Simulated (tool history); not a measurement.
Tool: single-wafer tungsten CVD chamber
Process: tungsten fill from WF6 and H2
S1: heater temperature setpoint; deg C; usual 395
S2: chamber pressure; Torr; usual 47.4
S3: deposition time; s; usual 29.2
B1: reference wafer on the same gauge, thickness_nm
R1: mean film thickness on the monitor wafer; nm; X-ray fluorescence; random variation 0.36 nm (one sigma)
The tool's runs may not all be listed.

| run | hour | S1 | S2 | S3 | B1 | R1 |
|---|---|---|---|---|---|---|
| 1 | 0 | 388 | 47.4 | 27.8 | 90.037 | 77.575 |
| 2 | 67.8 | 388 | 47.4 | 27.8 | 89.965 | 76.9 |
| 3 | 110.7 | 395 | 41.6 | 29.2 | 89.985 | 87.667 |
| 4 | 153.8 | 395 | 47.4 | 29.2 | 89.928 | 91.012 |
| 5 | 243.2 | 395 | 47.4 | 29.2 | 89.913 | 90.962 |
| 6 | 312.8 | 395 | 47.4 | 29.2 | 89.997 | 90.539 |
| 7 | 366.7 | 403 | 47.4 | 32.8 | 90.153 | 116.038 |
| 8 | 445.5 | 395 | 47.4 | 29.2 | 90.053 | 89.911 |
| 9 | 511.3 | 395 | 47.4 | 29.2 | 90.012 | 90.907 |
| 10 | 585.3 | 395 | 47.4 | 29.2 | 89.92 | 90.757 |
| 11 | 664.9 | 395 | 47.4 | 29.2 | 90.043 | 89.644 |
|  | 735.1 | capacitance manometer re-zeroed and calibrated |
| 12 | 769.9 | 395 | 47.4 | 29.2 | 90.049 | 91.277 |
| 13 | 815 | 395 | 47.4 | 29.2 | 89.963 | 90.997 |
| 14 | 895 | 395 | 47.4 | 33.5 | 89.858 | 105.176 |
| 15 | 974.6 | 395 | 47.4 | 27 | 90.064 | 84.273 |
| 16 | 1077.4 | 395 | 47.4 | 29.2 | 89.894 | 91.439 |
| 17 | 1175.2 | 381 | 51.1 | 33.3 | 90.041 | 83.449 |
|  | 1247.4 | showerhead replaced |
| 18 | 1251.6 | 402 | 43.7 | 34.4 | 89.925 | 117.492 |
|  | 1257.2 | gauge calibrated |
| 19 | 1319.6 | 399 | 47.4 | 29.2 | 89.913 | 96.527 |
| 20 | 1394.9 | 407 | 37.7 | 24.9 | 89.973 | 86.897 |
| 21 | 1437.3 | 395 | 47.4 | 29.2 | 90.071 | 90.411 |
| 22 | 1476.4 | 381 | 56.1 | 29.2 | 90.027 | 74.881 |
| 23 | 1572.8 | 395 | 47.4 | 29.2 | 90.117 | 89.893 |
|  | 1586.6 | thermocouple changed; heater temperature recalibrated |
| 24 | 1609.5 | 404 | 44.3 | 34 | 90.142 | 121.562 |
| 25 | 1685 | 395 | 37.1 | 29.2 | 90.133 | 85.399 |
| 26 | 1744.2 | 395 | 47.4 | 29.2 | 90.033 | 92.117 |
| 27 | 1800.2 | 395 | 55.4 | 29.2 | 90.001 | 96.147 |
| 28 | 1838.8 | 388 | 55.7 | 32.6 | 89.853 | 95.773 |
| 29 | 1945.6 | 387 | 55.1 | 24.3 | 89.932 | 70.133 |
| 30 | 2050.3 | 400 | 50.8 | 27.2 | 90.063 | 94.611 |
| 31 | 2144 | 400 | 50.8 | 27.2 | 89.94 | 94.308 |
| 32 | 2209.4 | 386 | 41.9 | 32.9 | 89.864 | 84.31 |

What the log doesn't show, run by run:
gauge reads high (%): 0 in every run
H1: wafer temperature above the value expected at the setpoint (K)
H2: true pressure above the setpoint (%)
| run | H1 | H2 |
|---|---|---|
| 1 | -0.329 | -1.83 |
| 2 | -0.372 | -2.15 |
| 3 | -0.399 | -2.37 |
| 4 | -0.426 | -2.59 |
| 5 | -0.483 | -3.07 |
| 6 | -0.527 | -3.47 |
| 7 | -0.561 | -3.79 |
| 8 | -0.611 | -4.28 |
| 9 | -0.653 | -4.7 |
| 10 | -0.7 | -5.2 |
| 11 | -0.751 | -5.76 |
| 12 | -0.817 | 0.0652 |
| 13 | -0.846 | 0.0552 |
| 14 | -0.897 | 0.0182 |
| 15 | -0.947 | -0.043 |
| 16 | -1.01 | -0.158 |
| 17 | -1.07 | -0.306 |
| 18 | -1.12 | -0.446 |
| 19 | -1.17 | -0.591 |
| 20 | -1.21 | -0.771 |
| 21 | -1.24 | -0.882 |
| 22 | -1.27 | -0.991 |
| 23 | -1.33 | -1.28 |
| 24 | 0.00529 | -1.41 |
| 25 | -0.0426 | -1.67 |
| 26 | -0.0802 | -1.89 |
| 27 | -0.116 | -2.12 |
| 28 | -0.14 | -2.28 |
| 29 | -0.208 | -2.76 |
| 30 | -0.274 | -3.26 |
| 31 | -0.334 | -3.76 |
| 32 | -0.375 | -4.12 |

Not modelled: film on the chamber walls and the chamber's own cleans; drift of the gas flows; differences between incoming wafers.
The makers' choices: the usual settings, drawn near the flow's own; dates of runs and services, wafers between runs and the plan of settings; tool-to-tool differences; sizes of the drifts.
